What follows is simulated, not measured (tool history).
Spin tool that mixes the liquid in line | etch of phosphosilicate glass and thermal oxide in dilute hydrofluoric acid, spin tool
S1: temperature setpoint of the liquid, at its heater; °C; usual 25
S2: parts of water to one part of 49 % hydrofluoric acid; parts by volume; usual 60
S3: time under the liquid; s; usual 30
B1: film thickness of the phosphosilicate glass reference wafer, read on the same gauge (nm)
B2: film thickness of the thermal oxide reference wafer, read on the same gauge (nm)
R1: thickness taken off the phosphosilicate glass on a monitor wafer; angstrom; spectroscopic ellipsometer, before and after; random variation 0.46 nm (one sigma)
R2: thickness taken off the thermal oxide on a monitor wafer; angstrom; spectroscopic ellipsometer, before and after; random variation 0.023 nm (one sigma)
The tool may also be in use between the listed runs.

run,hour,S1,S2,S3,B1,B2,R1,R2
1,0,25,60,30,139.98,140.006,1144.4,27.73
# hour 12.9: gauge calibrated
2,61.9,25,60,30,140,140.015,1148.1,27.95
3,133.6,25,60,30,140.05,140.02,1146.2,27.79
4,167.1,25,50,30,140.03,139.986,1410.7,34.15
5,234.2,25,50,30,140,140.001,1405.6,34.13
6,272.1,25,50,30,139.99,139.996,1402.2,33.89
7,312.3,25,60,45,139.97,139.974,1742.4,42.22
# hour 318.4: hydrofluoric acid flow meter replaced
8,366.8,25,60,45,139.98,139.99,1742.2,41.98
# hour 413.6: thermometer replaced
9,423.2,25,70,30,139.97,140.011,900.3,21.54
10,466.3,25,80,30,139.99,139.98,785.2,18.98
11,519,25,30,45,139.99,140,3336.4,79.86
12,564.7,28,45,15,140.02,139.996,824.6,19.76
13,600.4,25,50,30,139.99,139.997,1306.9,31.65
14,642.8,25,60,15,140.01,139.993,538.9,12.98
# hour 644: gauge calibrated
15,669.8,22,60,30,140.04,139.995,958.6,22.84

What does the tool deliver on the next run?
16,711.4,22,60,45,?,?,?,?

{"run 16": {"B1": 140, "B2": 139.989, "R1": 1424.9, "R2": 34.41}}
With the hidden condition absent and the run-to-run variation left alone, this run would have shown R1 1403.2 angstrom, R2 33.89 angstrom.
